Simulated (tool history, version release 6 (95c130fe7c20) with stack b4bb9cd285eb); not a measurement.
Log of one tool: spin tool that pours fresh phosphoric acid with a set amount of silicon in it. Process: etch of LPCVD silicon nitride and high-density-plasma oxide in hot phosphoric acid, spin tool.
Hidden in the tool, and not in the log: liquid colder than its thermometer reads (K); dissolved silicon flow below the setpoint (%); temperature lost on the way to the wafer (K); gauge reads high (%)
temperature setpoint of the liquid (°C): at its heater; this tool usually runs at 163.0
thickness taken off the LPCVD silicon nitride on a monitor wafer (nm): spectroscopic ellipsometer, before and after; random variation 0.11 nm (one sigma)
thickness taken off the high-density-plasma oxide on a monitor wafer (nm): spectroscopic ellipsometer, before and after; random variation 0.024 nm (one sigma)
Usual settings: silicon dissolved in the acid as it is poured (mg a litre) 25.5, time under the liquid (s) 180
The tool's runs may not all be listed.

run     day  temperature setpoint of the liquid (°C)  silicon dissolved in the acid as it is poured (mg a litre)  time under the liquid (s)  wafers since the last listed run  hours since the thermometer was replaced  hours since the dissolved silicon flow meter was replaced  hours since the heated supply line was repaired  hours since the gauge calibration  read-back film thickness of the LPCVD silicon nitride reference wafer, read on the same gauge (nm)  read-back film thickness of the high-density-plasma oxide reference wafer, read on the same gauge (nm)  thickness taken off the LPCVD silicon nitride on a monitor wafer (nm)  thickness taken off the high-density-plasma oxide on a monitor wafer (nm)
  1   0.000                                    163.0                                                        11.5                        180                                 0                                    1189.0                                                     1301.7                                           3636.1                              174.9                                                                                              119.99                                                                                                  40.005                                                                  14.12                                                                      0.606
  2   0.796                                    163.0                                                        25.5                        180                                77                                    1208.1                                                     1320.8                                           3655.2                              194.0                                                                                              120.02                                                                                                  39.993                                                                  13.95                                                                      0.409
  3   1.942                                    163.0                                                        25.5                        180                               111                                    1235.6                                                     1348.3                                           3682.7                              221.5                                                                                              120.04                                                                                                  39.988                                                                  13.85                                                                      0.410
  4   2.804                                    163.0                                                        25.5                        180                                84                                    1256.3                                                     1369.0                                           3703.4                              242.2                                                                                              120.04                                                                                                  40.012                                                                  14.02                                                                      0.414
      3.633  -- thermometer replaced
  5   4.204                                    163.0                                                        25.5                        180                               132                                      13.7                                                     1402.6                                           3737.0                              275.8                                                                                              120.00                                                                                                  40.005                                                                  15.37                                                                      0.474
      4.646  -- gauge calibrated
  6   5.350                                    163.0                                                        25.5                        180                               111                                      41.2                                                     1430.1                                           3764.5                               16.9                                                                                              120.01                                                                                                  40.023                                                                  15.36                                                                      0.484
  7   6.617                                    163.0                                                        25.5                        180                               123                                      71.6                                                     1460.5                                           3794.9                               47.3                                                                                              119.99                                                                                                  40.021                                                                  15.08                                                                      0.484
  8   7.275                                    163.0                                                        25.5                        180                                64                                      87.4                                                     1476.3                                           3810.7                               63.1                                                                                              119.95                                                                                                  39.986                                                                  15.24                                                                      0.501
  9   8.671                                    163.0                                                        25.5                        180                               136                                     120.9                                                     1509.8                                           3844.2                               96.6                                                                                              120.00                                                                                                  40.001                                                                  15.13                                                                      0.501
 10   9.383                                    161.0                                                         8.5                        180                                69                                     138.0                                                     1526.9                                           3861.3                              113.7                                                                                              120.04                                                                                                  40.003                                                                  14.17                                                                      0.719
 11   9.929                                    163.0                                                        25.5                        180                                53                                     151.1                                                     1540.0                                           3874.4                              126.8                                                                                              119.99                                                                                                  40.004                                                                  15.16                                                                      0.481
 12  11.196                                    161.5                                                        25.5                        180                               123                                     181.5                                                     1570.4                                           3904.8                              157.2                                                                                              119.99                                                                                                  40.001                                                                  14.33                                                                      0.439
 13  11.825                                    163.0                                                        25.5                        180                                61                                     196.6                                                     1585.5                                           3919.9                              172.3                                                                                              119.98                                                                                                  39.981                                                                  14.87                                                                      0.507
     12.242  -- heated supply line repaired
     12.596  -- dissolved silicon flow meter replaced
 14  13.158                                    163.0                                                        25.5                        180                               122                                     228.6                                                       13.5                                             22.0                              204.3                                                                                              119.99                                                                                                  40.000                                                                  15.22                                                                      0.540
 15  13.717                                    163.0                                                        38.0                        180                                54                                     242.0                                                       26.9                                             35.4                              217.7                                                                                              119.99                                                                                                  40.028                                                                  14.91                                                                      0.295
 16  14.225                                    162.0                                                        25.5                        180                                49                                     254.2                                                       39.1                                             47.6                              229.9                                                                                              119.96                                                                                                  39.997                                                                  14.44                                                                      0.469
 17  15.162                                    165.0                                                         6.0                        180                                91                                     276.7                                                       61.6                                             70.1                              252.4                                                                                              119.98                                                                                                  39.981                                                                  16.19                                                                      1.006
 18  15.883                                    165.5                                                        10.5                         70                                70                                     294.0                                                       78.9                                             87.4                              269.7                                                                                              120.02                                                                                                  40.002                                                                   6.31                                                                      0.345
     16.742  -- gauge calibrated
 19  16.971                                    164.5                                                        25.5                        140                               106                                     320.1                                                      105.0                                            113.5                                5.5                                                                                              119.97                                                                                                  39.996                                                                  12.24                                                                      0.450

Predict the results of run 20:
 20  18.446                                    161.5                                                        17.0                         85                               144                                     355.5                                                      140.4                                            148.9                               40.9                                                                                                   ?                                                                                                       ?                                                                      ?                                                                          ?

Logged for run 20: read-back film thickness of the LPCVD silicon nitride reference wafer, read on the same gauge (nm) 120.03, read-back film thickness of the high-density-plasma oxide reference wafer, read on the same gauge (nm) 40.017, thickness taken off the LPCVD silicon nitride on a monitor wafer (nm) 6.73, thickness taken off the high-density-plasma oxide on a monitor wafer (nm) 0.273.
If the tool had no hidden condition, the same run with the same run-to-run variation would have returned thickness taken off the LPCVD silicon nitride on a monitor wafer (nm) 6.95, thickness taken off the high-density-plasma oxide on a monitor wafer (nm) 0.293.

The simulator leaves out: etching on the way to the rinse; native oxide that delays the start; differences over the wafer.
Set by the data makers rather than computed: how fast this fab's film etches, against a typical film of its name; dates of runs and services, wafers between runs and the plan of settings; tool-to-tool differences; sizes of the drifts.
